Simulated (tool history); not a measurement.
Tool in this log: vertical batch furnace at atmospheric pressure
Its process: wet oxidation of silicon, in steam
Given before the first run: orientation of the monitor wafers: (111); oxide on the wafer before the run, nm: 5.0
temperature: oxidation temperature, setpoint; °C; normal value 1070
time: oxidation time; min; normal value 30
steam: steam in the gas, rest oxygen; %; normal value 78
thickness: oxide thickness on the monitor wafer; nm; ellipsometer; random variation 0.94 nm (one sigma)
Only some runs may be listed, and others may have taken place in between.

run    hour  temperature  time  steam  read-back reference wafer on the same gauge, thickness  thickness
  1       0         1070    23     75                                                  508.81     374.07
  2      39         1070    23     75                                                  508.76     372.69
  3   108.4         1070    23     75                                                  508.76     371.67
  4     180         1070    30     78                                                  508.92     447.04
  5   248.2         1070    30     78                                                  508.88     444.23
  6   292.6         1070    30     81                                                  508.85     453.27
  7   330.8         1070    30     78                                                  509.01     444.01
  8   383.6         1070    30     78                                                  509.08     444.21
  9   409.8         1070    30     78                                                  509.26     444.64
 10   465.7         1070  18.5     78                                                  509.13     333.75
 11   536.7         1070  18.5     78                                                  509.23     333.23
 12   574.9         1070  18.5     78                                                  508.76     334.14
 13   700.1         1070    30     78                                                  508.47     440.44
 14   733.7         1070  25.5     78                                                  509.64     403.05
 15   790.6         1070  25.5     78                                                  508.95     401.63
      802.7  -- gauge calibrated
 16   830.5         1070    30     83                                                  509.16     458.89
      930.9  -- thermocouples replaced and temperature profile calibrated
      949.1  -- steam generator serviced
 17   960.3         1070    30     78                                                  508.88     446.38
 18  1020.3         1049    26     70                                                  508.68     346.29
 19  1078.4         1070    30     78                                                  509.14     445.27
 20  1112.6         1070    30     82                                                  509.14     457.17
 21  1154.3         1094  44.5     84                                                  509.09     636.25
 22    1202         1055    16     73                                                  508.93     273.48
 23  1226.8         1048    30     78                                                  509.13     401.26
 24  1284.4         1070    30     66                                                  509.19     404.71
 25    1364         1070  43.5     78                                                  509.17        550
 26  1405.8         1070    19     78                                                  509.08     341.17
 27  1442.4         1070    30     78                                                  509.33     446.04
 28  1481.8         1070    22     72                                                  508.95     354.78
 29  1541.6         1070    30     78                                                  508.89     444.14
 30  1611.7         1092    39     78                                                   508.7     566.06
 31    1663         1070    30     78                                                  509.32     442.59
 32  1691.7         1070    26     73                                                  508.44     393.77
 33  1737.3         1070    30     74                                                  509.11     430.17
 34    1786         1070    30     78                                                  509.01     444.64
 35  1854.8         1070    41     73                                                  509.16     510.75
 36  1894.5         1070    30     82                                                  509.13     456.88
 37  1927.4         1094    30     68                                                  509.25     454.46
 38  1972.3         1047    16     74                                                  508.82     260.49

Here are 4 independent what-if runs from the current tool condition. What would each one return?
  A  1977.5         1070    30     78                                                       ?          ?
  B  1977.5         1051    25     86                                                       ?          ?
  C  1977.5         1094    22     83                                                       ?          ?
  D  1977.5         1080    23     82                                                       ?          ?

run  read-back reference wafer on the same gauge, thickness  thickness
  A                                                  509.09     443.81
  B                                                  509.09     385.69
  C                                                  509.09     425.93
  D                                                  509.09      409.7
Without the tool's unlogged condition, the same runs would have read:
run  thickness
  A     447.99
  B     389.47
  C     429.86
  D     413.55
